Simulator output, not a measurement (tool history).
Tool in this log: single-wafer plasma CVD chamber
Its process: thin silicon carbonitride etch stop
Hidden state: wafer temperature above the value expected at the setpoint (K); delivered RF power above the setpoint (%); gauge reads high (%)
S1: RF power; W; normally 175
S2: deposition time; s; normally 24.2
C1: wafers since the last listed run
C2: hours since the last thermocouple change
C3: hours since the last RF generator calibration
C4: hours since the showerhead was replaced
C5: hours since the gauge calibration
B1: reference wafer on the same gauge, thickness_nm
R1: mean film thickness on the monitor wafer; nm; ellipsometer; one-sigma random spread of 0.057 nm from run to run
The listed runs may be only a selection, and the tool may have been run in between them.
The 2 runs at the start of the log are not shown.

| run | day | S1 | S2 | C1 | C2 | C3 | C4 | C5 | B1 | R1 |
|---|---|---|---|---|---|---|---|---|---|---|
|  | 4.129 | thermocouple changed; heater temperature recalibrated |
| 3 | 4.642 | 175 | 24.2 | 654 | 12.3 | 210.5 | 4176.2 | 1433.6 | 16.814 | 14.338 |
| 4 | 8.742 | 175 | 24.2 | 1677 | 110.7 | 308.9 | 4274.6 | 1532.0 | 16.803 | 14.308 |
| 5 | 12.183 | 175 | 24.2 | 1408 | 193.3 | 391.5 | 4357.2 | 1614.6 | 16.801 | 14.258 |
| 6 | 14.404 | 175 | 24.2 | 908 | 246.6 | 444.8 | 4410.5 | 1667.9 | 16.799 | 14.322 |
| 7 | 16.792 | 200 | 20.4 | 976 | 303.9 | 502.1 | 4467.8 | 1725.2 | 16.813 | 12.421 |
| 8 | 19.992 | 175 | 24.2 | 1309 | 380.7 | 578.9 | 4544.6 | 1802.0 | 16.808 | 14.350 |
| 9 | 22.542 | 175 | 24.2 | 1043 | 441.9 | 640.1 | 4605.8 | 1863.2 | 16.785 | 14.313 |
| 10 | 26.796 | 175 | 22.9 | 1740 | 544.0 | 742.2 | 4707.9 | 1965.3 | 16.838 | 13.487 |
| 11 | 28.562 | 175 | 22.9 | 722 | 586.4 | 784.6 | 4750.3 | 2007.7 | 16.786 | 13.423 |
| 12 | 31.312 | 175 | 22.9 | 1125 | 652.4 | 850.6 | 4816.3 | 2073.7 | 16.803 | 13.388 |
| 13 | 33.675 | 160 | 21.9 | 966 | 709.1 | 907.3 | 4873.0 | 2130.4 | 16.806 | 12.569 |
|  | 36.112 | gauge calibrated |
| 14 | 36.296 | 160 | 21.9 | 1072 | 772.0 | 970.2 | 4935.9 | 4.4 | 16.786 | 12.587 |
| 15 | 38.275 | 160 | 21.9 | 809 | 819.5 | 1017.7 | 4983.4 | 51.9 | 16.763 | 12.548 |
|  | 39.225 | RF generator calibrated |
| 16 | 40.829 | 170 | 24.2 | 908 | 880.8 | 38.5 | 5044.7 | 113.2 | 16.798 | 14.244 |
| 17 | 44.708 | 185 | 26.3 | 1587 | 973.9 | 131.6 | 5137.8 | 206.3 | 16.802 | 15.741 |
| 18 | 48.100 | 145 | 27.7 | 1387 | 1055.3 | 213.0 | 5219.2 | 287.7 | 16.773 | 15.686 |
|  | 50.883 | thermocouple changed; heater temperature recalibrated |
|  | 51.304 | showerhead replaced, of another model than before |
| 19 | 51.325 | 170 | 24.2 | 1046 | 10.6 | 290.4 | 0.5 | 365.1 | 16.781 | 14.104 |
| 20 | 54.546 | 140 | 23.0 | 1317 | 87.9 | 367.7 | 77.8 | 442.4 | 16.847 | 12.328 |
| 21 | 57.833 | 200 | 20.7 | 1345 | 166.8 | 446.6 | 156.7 | 521.3 | 16.791 | 12.940 |
| 22 | 61.392 | 175 | 24.2 | 1455 | 252.2 | 532.0 | 242.1 | 606.7 | 16.814 | 14.324 |
| 23 | 64.792 | 190 | 24.2 | 1391 | 333.8 | 613.6 | 323.7 | 688.3 | 16.799 | 14.681 |
| 24 | 68.358 | 195 | 22.2 | 1459 | 419.4 | 699.2 | 409.3 | 773.9 | 16.792 | 13.625 |
| 25 | 75.688 | 200 | 28.8 | 2998 | 595.3 | 875.1 | 585.2 | 949.8 | 16.803 | 17.637 |
| 26 | 77.954 | 145 | 24.2 | 927 | 649.7 | 929.5 | 639.6 | 1004.2 | 16.818 | 12.999 |

Run 27, settings as shown, results not yet in. Your forecast:
| 27 | 81.396 | 165 | 22.4 | 1408 | 732.3 | 1012.1 | 722.2 | 1086.8 | ? | ? |

Logged for run 27: B1 16.756, R1 12.674 nm.
Minus the tool's unlogged condition, the same run would have read R1 13.042 nm.
